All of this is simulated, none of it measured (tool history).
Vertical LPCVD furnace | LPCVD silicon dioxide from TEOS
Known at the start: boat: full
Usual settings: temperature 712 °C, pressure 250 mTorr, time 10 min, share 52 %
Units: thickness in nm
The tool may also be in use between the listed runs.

run	hour	temperature	pressure	time	share	wafers since the last listed run	hours since the last temperature calibration	hours since the pressure gauge was zeroed	hours since the TEOS flow controller was replaced	hours since the gauge calibration	read-back reference wafer on the same gauge, thickness	thickness
1	0	712	250	10	52	0	2538.7	4148	5537.1	386.6	83.5	79.32
2	20	712	290	10	52	232	2558.7	4168	5557.1	406.6	83.48	85.58
3	45.4	712	290	10	52	294	2584.1	4193.4	5582.5	432	83.45	84.89
4	111.4	712	250	10	52	766	2650.1	4259.4	5648.5	498	83.45	79.42
5	139.2	712	250	10	52	322	2677.9	4287.2	5676.3	525.8	83.45	79.33
6	165.7	712	250	10	52	307	2704.4	4313.7	5702.8	552.3	83.52	79.32
# hour 194.3: pressure gauge zeroed
# hour 221.2: thermocouples replaced and temperature profile calibrated
7	221.7	712	250	10	52	92	0.5	27.4	5758.8	608.3	83.5	72.42
8	226.7	712	250	10	52	58	5.5	32.4	5763.8	613.3	83.53	72.38
9	240.3	712	250	10	52	157	19.1	46	5777.4	626.9	83.51	72.28
10	264.2	712	250	10	52	277	43	69.9	5801.3	650.8	83.43	72.62
11	339.1	712	250	10	52	869	117.9	144.8	5876.2	725.7	83.45	72.97
12	363.6	712	250	10	52	284	142.4	169.3	5900.7	750.2	83.52	73.25
# hour 389.4: TEOS flow controller replaced
13	389.9	712	250	10	52	26	168.7	195.6	0.5	776.5	83.53	73.54
14	394.5	712	250	8.5	52	53	173.3	200.2	5.1	781.1	83.51	62
# hour 403.1: gauge calibrated
15	406.9	705	235	11.5	58	143	185.7	212.6	17.5	3.8	83.51	73.18
16	419.3	712	250	7.5	57	143	198.1	225	29.9	16.2	83.51	58
17	432.1	712	250	10	52	148	210.9	237.8	42.7	29	83.46	72.7
18	446.2	712	290	10	52	163	225	251.9	56.8	43.1	83.52	79.2
19	458.9	712	250	10	52	147	237.7	264.6	69.5	55.8	83.5	73.96
20	476.2	705	250	10	52	200	255	281.9	86.8	73.1	83.53	63.25
21	504	712	200	10	44	322	282.8	309.7	114.6	100.9	83.49	60.79
22	528.8	712	310	10	42	287	307.6	334.5	139.4	125.7	83.5	73.75
23	562.6	700	290	10	52	392	341.4	368.3	173.2	159.5	83.43	60.5
24	585.8	712	310	7.5	47	269	364.6	391.5	196.4	182.7	83.44	58.83
25	603	703	250	10	44	199	381.8	408.7	213.6	199.9	83.44	56.19
26	617	712	205	10	57	162	395.8	422.7	227.6	213.9	83.56	70.82
27	651.2	712	250	8	52	397	430	456.9	261.8	248.1	83.43	59.93
28	666.8	712	250	10	52	181	445.6	472.5	277.4	263.7	83.59	75.08
29	679.7	712	250	10	52	149	458.5	485.4	290.3	276.6	83.47	74.33
30	706.8	712	295	10	52	314	485.6	512.5	317.4	303.7	83.48	81.73
31	721.8	712	250	10	52	174	500.6	527.5	332.4	318.7	83.53	75.09

4 ways to go on from here, each from the tool as it stands after run 31. What would each give?
A	725.2	712	250	10	52	39	504	530.9	335.8	322.1	?	?
B	725.2	722	300	14	52	39	504	530.9	335.8	322.1	?	?
C	725.2	712	310	10	52	39	504	530.9	335.8	322.1	?	?
D	725.2	723	300	8	46	39	504	530.9	335.8	322.1	?	?

run	read-back reference wafer on the same gauge, thickness	thickness
A	83.54	75.17
B	83.54	144.2
C	83.54	83.71
D	83.54	79.24
Without the tool's hidden state the same runs would have given:
run	thickness
A	72.39
B	138.97
C	80.61
D	76.37
